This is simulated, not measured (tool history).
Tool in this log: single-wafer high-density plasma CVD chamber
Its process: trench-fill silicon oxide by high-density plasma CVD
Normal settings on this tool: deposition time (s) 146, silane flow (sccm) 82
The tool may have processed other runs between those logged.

| run | day | deposition time (s) | silane flow (sccm) | read-back reference wafer on the same gauge, thickness_nm | mean film thickness on the monitor wafer (nm) |
|---|---|---|---|---|---|
| 1 | 0 | 146 | 82 | 1040.035 | 1151.086 |
| 2 | 0.75 | 146 | 82 | 1039.8 | 1152.11 |
| 3 | 1.338 | 146 | 82 | 1040.193 | 1153.649 |
| 4 | 1.917 | 146 | 82 | 1039.955 | 1152.711 |
| 5 | 2.258 | 146 | 82 | 1040.261 | 1152.074 |
| 6 | 2.675 | 166 | 82 | 1039.907 | 1316.073 |
| 7 | 3.017 | 146 | 92 | 1040.729 | 1260.029 |
| 8 | 3.683 | 166 | 75 | 1040.123 | 1227.297 |
| 9 | 4.079 | 154 | 78 | 1039.667 | 1169.943 |
| 10 | 4.608 | 154 | 78 | 1039.921 | 1176.504 |
| 11 | 5.1 | 130 | 82 | 1039.987 | 1021.958 |
| 12 | 5.454 | 130 | 82 | 1040.221 | 1028.793 |
| 13 | 6.054 | 130 | 82 | 1039.5 | 1026.738 |
| 14 | 6.412 | 146 | 82 | 1039.744 | 1148.766 |
| 15 | 6.725 | 146 | 82 | 1040.296 | 1148.849 |
| 16 | 7.388 | 146 | 82 | 1039.686 | 1160.107 |
| 17 | 7.892 | 146 | 82 | 1040.268 | 1150.922 |
| 18 | 8.496 | 146 | 82 | 1040.115 | 1158.466 |
| 19 | 8.879 | 137 | 87 | 1040.273 | 1129.165 |
|  | 9.267 | gauge calibrated |
| 20 | 9.517 | 126 | 82 | 1040.744 | 994.03 |
| 21 | 10.058 | 146 | 82 | 1040.27 | 1153.891 |
| 22 | 10.771 | 146 | 82 | 1040.388 | 1151.057 |
| 23 | 11.358 | 159 | 82 | 1040.112 | 1259.709 |
| 24 | 11.788 | 154 | 87 | 1040.227 | 1269.374 |
| 25 | 12.442 | 146 | 89 | 1040.012 | 1223.167 |
| 26 | 13.075 | 146 | 82 | 1040.472 | 1155.083 |
| 27 | 13.329 | 119 | 69 | 1040.173 | 827.037 |
| 28 | 13.762 | 174 | 78 | 1039.95 | 1325.121 |
| 29 | 14.183 | 155 | 94 | 1040.117 | 1360.486 |
| 30 | 14.746 | 118 | 67 | 1039.734 | 804.157 |
| 31 | 15.208 | 146 | 82 | 1040.098 | 1155.411 |
|  | 15.954 | silane flow controller replaced |
| 32 | 15.975 | 146 | 82 | 1040.284 | 1099.642 |
| 33 | 16.262 | 128 | 75 | 1040.723 | 902.804 |
| 34 | 16.529 | 160 | 92 | 1039.744 | 1317.7 |
| 35 | 16.925 | 166 | 98 | 1039.477 | 1437.532 |
| 36 | 17.304 | 119 | 82 | 1039.726 | 895.704 |
| 37 | 17.767 | 161 | 76 | 1039.827 | 1151.787 |
| 38 | 18.479 | 161 | 82 | 1040.237 | 1220.046 |
| 39 | 19.167 | 157 | 73 | 1040.535 | 1092.685 |
| 40 | 19.496 | 146 | 82 | 1040.021 | 1112.641 |
| 41 | 20.046 | 146 | 82 | 1039.797 | 1110.416 |
| 42 | 20.675 | 146 | 89 | 1040.139 | 1180.962 |
| 43 | 21.354 | 171 | 76 | 1039.503 | 1235.311 |

Here are 5 independent what-if runs from the current tool condition. What would each one return?
| A | 21.371 | 146 | 97 | ? | ? |
| B | 21.371 | 163 | 91 | ? | ? |
| C | 21.371 | 175 | 89 | ? | ? |
| D | 21.371 | 172 | 96 | ? | ? |
| E | 21.371 | 146 | 98 | ? | ? |

| run | read-back reference wafer on the same gauge, thickness_nm | mean film thickness on the monitor wafer (nm) |
|---|---|---|
| A | 1040.213 | 1262.088 |
| B | 1040.213 | 1341.373 |
| C | 1040.213 | 1415.907 |
| D | 1040.213 | 1474.942 |
| E | 1040.213 | 1272.19 |
What these runs would have given with no unlogged condition in the tool:
| run | mean film thickness on the monitor wafer (nm) |
|---|---|
| A | 1252.879 |
| B | 1331.586 |
| C | 1405.576 |
| D | 1464.181 |
| E | 1262.908 |
